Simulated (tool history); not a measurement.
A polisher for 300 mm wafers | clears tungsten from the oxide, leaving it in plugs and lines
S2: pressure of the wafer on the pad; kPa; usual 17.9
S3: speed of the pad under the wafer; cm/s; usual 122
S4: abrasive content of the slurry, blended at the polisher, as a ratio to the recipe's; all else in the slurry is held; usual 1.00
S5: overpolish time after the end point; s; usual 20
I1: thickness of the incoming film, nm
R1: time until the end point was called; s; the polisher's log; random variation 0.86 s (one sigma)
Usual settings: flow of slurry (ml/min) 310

run 1 day=0.000 | flow_of_slurry_(ml/min)=310 S2=17.9 S3=122 S4=1.00 S5=20 | I1=329.0 | R1=75.9
run 2 day=0.408 | flow_of_slurry_(ml/min)=275 S2=17.9 S3=122 S4=1.00 S5=13 | I1=335.7 | R1=76.5
run 3 day=0.979 | flow_of_slurry_(ml/min)=275 S2=17.9 S3=122 S4=1.00 S5=13 | I1=327.7 | R1=75.7
run 4 day=1.454 | flow_of_slurry_(ml/min)=310 S2=17.9 S3=122 S4=1.00 S5=16 | I1=326.4 | R1=73.1
-- day=1.742 slurry tank refilled with fresh slurry and peroxide
run 5 day=1.996 | flow_of_slurry_(ml/min)=310 S2=15.2 S3=152 S4=1.00 S5=20 | I1=329.9 | R1=68.0
run 6 day=2.633 | flow_of_slurry_(ml/min)=380 S2=17.9 S3=122 S4=1.00 S5=20 | I1=330.9 | R1=74.2
run 7 day=3.300 | flow_of_slurry_(ml/min)=310 S2=17.9 S3=156 S4=0.85 S5=24 | I1=332.6 | R1=61.1
run 8 day=3.712 | flow_of_slurry_(ml/min)=410 S2=12.4 S3=122 S4=0.85 S5=20 | I1=326.3 | R1=92.4
-- day=4.108 worn pad replaced by a new one
run 9 day=4.200 | flow_of_slurry_(ml/min)=310 S2=17.9 S3=94 S4=1.00 S5=20 | I1=331.9 | R1=98.8
run 10 day=4.533 | flow_of_slurry_(ml/min)=310 S2=17.9 S3=122 S4=1.00 S5=20 | I1=326.4 | R1=74.2
run 11 day=5.125 | flow_of_slurry_(ml/min)=275 S2=11.7 S3=106 S4=1.00 S5=16 | I1=330.5 | R1=113.8
run 12 day=5.742 | flow_of_slurry_(ml/min)=365 S2=22.1 S3=104 S4=0.70 S5=20 | I1=330.8 | R1=80.5
run 13 day=6.058 | flow_of_slurry_(ml/min)=310 S2=17.9 S3=122 S4=1.00 S5=20 | I1=336.3 | R1=76.6
run 14 day=6.646 | flow_of_slurry_(ml/min)=255 S2=17.9 S3=122 S4=1.00 S5=20 | I1=326.2 | R1=75.5
-- day=6.838 slurry tank refilled with fresh slurry and peroxide
run 15 day=7.000 | flow_of_slurry_(ml/min)=275 S2=21.4 S3=156 S4=1.00 S5=11 | I1=333.5 | R1=53.8
run 16 day=7.350 | flow_of_slurry_(ml/min)=265 S2=21.4 S3=108 S4=1.00 S5=20 | I1=327.2 | R1=76.2
-- day=7.396 slurry nozzle cleaned
run 17 day=8.033 | flow_of_slurry_(ml/min)=310 S2=17.9 S3=84 S4=0.90 S5=20 | I1=329.9 | R1=109.1
-- day=8.742 worn pad replaced by a new one
run 18 day=8.762 | flow_of_slurry_(ml/min)=310 S2=17.9 S3=122 S4=1.00 S5=20 | I1=329.9 | R1=75.1
-- day=8.950 slurry blender recalibrated
run 19 day=10.150 | flow_of_slurry_(ml/min)=310 S2=17.9 S3=122 S4=1.30 S5=26 | I1=328.8 | R1=67.8
run 20 day=10.829 | flow_of_slurry_(ml/min)=310 S2=17.9 S3=122 S4=1.00 S5=20 | I1=334.8 | R1=71.9
run 21 day=11.200 | flow_of_slurry_(ml/min)=310 S2=17.9 S3=122 S4=1.00 S5=20 | I1=327.2 | R1=69.9
run 22 day=11.729 | flow_of_slurry_(ml/min)=310 S2=14.5 S3=122 S4=1.00 S5=20 | I1=331.2 | R1=82.2
-- day=12.196 slurry tank refilled with fresh slurry and peroxide
run 23 day=12.317 | flow_of_slurry_(ml/min)=365 S2=17.9 S3=122 S4=1.15 S5=20 | I1=328.2 | R1=69.7
run 24 day=12.692 | flow_of_slurry_(ml/min)=310 S2=22.1 S3=122 S4=1.00 S5=20 | I1=330.8 | R1=61.7
-- day=13.225 worn pad replaced by a new one
run 25 day=13.246 | flow_of_slurry_(ml/min)=310 S2=17.9 S3=122 S4=1.00 S5=12 | I1=334.3 | R1=73.9
run 26 day=13.929 | flow_of_slurry_(ml/min)=225 S2=20.0 S3=122 S4=0.90 S5=15 | I1=324.9 | R1=71.2
run 27 day=14.508 | flow_of_slurry_(ml/min)=365 S2=17.9 S3=148 S4=1.00 S5=20 | I1=329.4 | R1=57.9

What the log doesn't show, run by run:
removal rate lost through wear of the pad, %: 0 in every run
slurry flow missing at the pad, %: 0 in every run
peroxide lost from the slurry, %: 0 in every run
H1: deviation of the head's pressure from its setpoint, %
H2: abrasive missing from the slurry, %
run=1 H1=0.372 H2=30.5
run=2 H1=0.499 H2=31
run=3 H1=0.676 H2=31.6
run=4 H1=0.823 H2=32.1
run=5 H1=0.991 H2=32.6
run=6 H1=1.19 H2=33.2
run=7 H1=1.4 H2=33.7
run=8 H1=1.52 H2=34
run=9 H1=1.68 H2=34.3
run=10 H1=1.78 H2=34.5
run=11 H1=1.96 H2=34.8
run=12 H1=2.15 H2=35.1
run=13 H1=2.25 H2=35.2
run=14 H1=2.43 H2=35.5
run=15 H1=2.54 H2=35.6
run=16 H1=2.65 H2=35.8
run=17 H1=2.87 H2=36
run=18 H1=3.09 H2=36.2
run=19 H1=3.52 H2=7.88
run=20 H1=3.73 H2=11.2
run=21 H1=3.85 H2=12.9
run=22 H1=4.01 H2=15.1
run=23 H1=4.2 H2=17.3
run=24 H1=4.31 H2=18.6
run=25 H1=4.48 H2=20.3
run=26 H1=4.7 H2=22.3
run=27 H1=4.88 H2=23.8
